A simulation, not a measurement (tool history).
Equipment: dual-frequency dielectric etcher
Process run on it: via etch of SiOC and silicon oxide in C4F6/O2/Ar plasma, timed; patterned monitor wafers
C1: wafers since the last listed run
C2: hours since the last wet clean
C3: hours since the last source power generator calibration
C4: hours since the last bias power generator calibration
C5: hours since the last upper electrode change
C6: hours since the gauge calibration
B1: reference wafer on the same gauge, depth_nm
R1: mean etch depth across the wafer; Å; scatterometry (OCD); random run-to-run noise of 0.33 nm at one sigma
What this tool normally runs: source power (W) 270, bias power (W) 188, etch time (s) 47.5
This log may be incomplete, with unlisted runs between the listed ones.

run 1 hour=0.0 | source_power_(W)=290 bias_power_(W)=153 etch_time_(s)=47.5 | C1=0 C2=236.0 C3=3670.8 C4=56.2 C5=4955.5 C6=1418.6 | B1=51.52 | R1=448.5
run 2 hour=37.1 | source_power_(W)=290 bias_power_(W)=153 etch_time_(s)=47.5 | C1=623 C2=273.1 C3=3707.9 C4=93.3 C5=4992.6 C6=1455.7 | B1=51.46 | R1=446.6
-- hour=99.3 gauge calibrated
run 3 hour=138.6 | source_power_(W)=290 bias_power_(W)=153 etch_time_(s)=47.5 | C1=1705 C2=374.6 C3=3809.4 C4=194.8 C5=5094.1 C6=39.3 | B1=51.47 | R1=452.4
-- hour=211.2 wet clean of the chamber
run 4 hour=227.1 | source_power_(W)=270 bias_power_(W)=188 etch_time_(s)=47.5 | C1=1083 C2=15.9 C3=3897.9 C4=283.3 C5=5182.6 C6=127.8 | B1=51.58 | R1=466.8
run 5 hour=296.8 | source_power_(W)=270 bias_power_(W)=188 etch_time_(s)=47.5 | C1=1170 C2=85.6 C3=3967.6 C4=353.0 C5=5252.3 C6=197.5 | B1=51.41 | R1=470.5
run 6 hour=387.0 | source_power_(W)=290 bias_power_(W)=188 etch_time_(s)=47.5 | C1=1515 C2=175.8 C3=4057.8 C4=443.2 C5=5342.5 C6=287.7 | B1=51.48 | R1=487.4
run 7 hour=426.0 | source_power_(W)=290 bias_power_(W)=188 etch_time_(s)=47.5 | C1=655 C2=214.8 C3=4096.8 C4=482.2 C5=5381.5 C6=326.7 | B1=51.51 | R1=491.5
run 8 hour=593.4 | source_power_(W)=270 bias_power_(W)=188 etch_time_(s)=47.5 | C1=2812 C2=382.2 C3=4264.2 C4=649.6 C5=5548.9 C6=494.1 | B1=51.54 | R1=485.6
-- hour=672.4 wet clean of the chamber
run 9 hour=680.2 | source_power_(W)=270 bias_power_(W)=188 etch_time_(s)=47.5 | C1=1055 C2=7.8 C3=4351.0 C4=736.4 C5=5635.7 C6=580.9 | B1=51.39 | R1=472.5
run 10 hour=936.4 | source_power_(W)=270 bias_power_(W)=188 etch_time_(s)=47.5 | C1=4304 C2=264.0 C3=4607.2 C4=992.6 C5=5891.9 C6=837.1 | B1=51.46 | R1=476.6
run 11 hour=1008.3 | source_power_(W)=310 bias_power_(W)=188 etch_time_(s)=50.5 | C1=1207 C2=335.9 C3=4679.1 C4=1064.5 C5=5963.8 C6=909.0 | B1=51.57 | R1=538.1
run 12 hour=1045.9 | source_power_(W)=240 bias_power_(W)=172 etch_time_(s)=58.5 | C1=631 C2=373.5 C3=4716.7 C4=1102.1 C5=6001.4 C6=946.6 | B1=51.53 | R1=568.3
-- hour=1083.8 wet clean of the chamber
run 13 hour=1144.0 | source_power_(W)=270 bias_power_(W)=188 etch_time_(s)=47.5 | C1=1244 C2=60.2 C3=4814.8 C4=1200.2 C5=6099.5 C6=1044.7 | B1=51.51 | R1=466.5
run 14 hour=1187.5 | source_power_(W)=320 bias_power_(W)=172 etch_time_(s)=47.5 | C1=730 C2=103.7 C3=4858.3 C4=1243.7 C5=6143.0 C6=1088.2 | B1=51.50 | R1=473.5
-- hour=1222.4 upper electrode replaced, of another model than before
run 15 hour=1260.6 | source_power_(W)=330 bias_power_(W)=158 etch_time_(s)=42.5 | C1=824 C2=176.8 C3=4931.4 C4=1316.8 C5=38.2 C6=1161.3 | B1=51.56 | R1=437.5
run 16 hour=1351.3 | source_power_(W)=240 bias_power_(W)=219 etch_time_(s)=47.5 | C1=1523 C2=267.5 C3=5022.1 C4=1407.5 C5=128.9 C6=1252.0 | B1=51.42 | R1=481.7
run 17 hour=1410.1 | source_power_(W)=340 bias_power_(W)=188 etch_time_(s)=51.0 | C1=987 C2=326.3 C3=5080.9 C4=1466.3 C5=187.7 C6=1310.8 | B1=51.42 | R1=566.6
-- hour=1436.6 source power generator calibrated
run 18 hour=1449.8 | source_power_(W)=310 bias_power_(W)=222 etch_time_(s)=60.5 | C1=599 C2=366.0 C3=13.2 C4=1506.0 C5=227.4 C6=1350.5 | B1=51.57 | R1=669.8
-- hour=1483.3 gauge calibrated
-- hour=1505.7 wet clean of the chamber
-- hour=1529.5 bias power generator calibrated
run 19 hour=1530.4 | source_power_(W)=240 bias_power_(W)=204 etch_time_(s)=47.5 | C1=883 C2=24.7 C3=93.8 C4=0.9 C5=308.0 C6=47.1 | B1=51.46 | R1=455.5
run 20 hour=1621.0 | source_power_(W)=270 bias_power_(W)=152 etch_time_(s)=47.5 | C1=1522 C2=115.3 C3=184.4 C4=91.5 C5=398.6 C6=137.7 | B1=51.38 | R1=449.3
run 21 hour=1726.6 | source_power_(W)=270 bias_power_(W)=153 etch_time_(s)=54.5 | C1=1774 C2=220.9 C3=290.0 C4=197.1 C5=504.2 C6=243.3 | B1=51.50 | R1=527.8
-- hour=1864.5 wet clean of the chamber
run 22 hour=1977.8 | source_power_(W)=270 bias_power_(W)=188 etch_time_(s)=47.5 | C1=3817 C2=113.3 C3=541.2 C4=448.3 C5=755.4 C6=494.5 | B1=51.50 | R1=471.4
run 23 hour=2028.5 | source_power_(W)=270 bias_power_(W)=188 etch_time_(s)=47.5 | C1=851 C2=164.0 C3=591.9 C4=499.0 C5=806.1 C6=545.2 | B1=51.48 | R1=480.7

What if the next run were any one of these 5? Each begins from the tool's condition after run 23:
run A hour=2028.9 | source_power_(W)=270 bias_power_(W)=211 etch_time_(s)=47.5 | C1=6 C2=164.4 C3=592.3 C4=499.4 C5=806.5 C6=545.6 | B1=? | R1=?
run B hour=2028.9 | source_power_(W)=310 bias_power_(W)=174 etch_time_(s)=47.5 | C1=6 C2=164.4 C3=592.3 C4=499.4 C5=806.5 C6=545.6 | B1=? | R1=?
run C hour=2028.9 | source_power_(W)=220 bias_power_(W)=221 etch_time_(s)=43.0 | C1=6 C2=164.4 C3=592.3 C4=499.4 C5=806.5 C6=545.6 | B1=? | R1=?
run D hour=2028.9 | source_power_(W)=240 bias_power_(W)=228 etch_time_(s)=47.5 | C1=6 C2=164.4 C3=592.3 C4=499.4 C5=806.5 C6=545.6 | B1=? | R1=?
run E hour=2028.9 | source_power_(W)=320 bias_power_(W)=188 etch_time_(s)=53.0 | C1=6 C2=164.4 C3=592.3 C4=499.4 C5=806.5 C6=545.6 | B1=? | R1=?

run=A B1=51.49 R1=484.7
run=B B1=51.49 R1=486.9
run=C B1=51.49 R1=412.7
run=D B1=51.49 R1=473.9
run=E B1=51.49 R1=559.4
Stripped of hidden state, with their random variation kept, the same runs would have yielded:
run=A R1=474.4
run=B R1=476.6
run=C R1=404.0
run=D R1=463.8
run=E R1=547.5
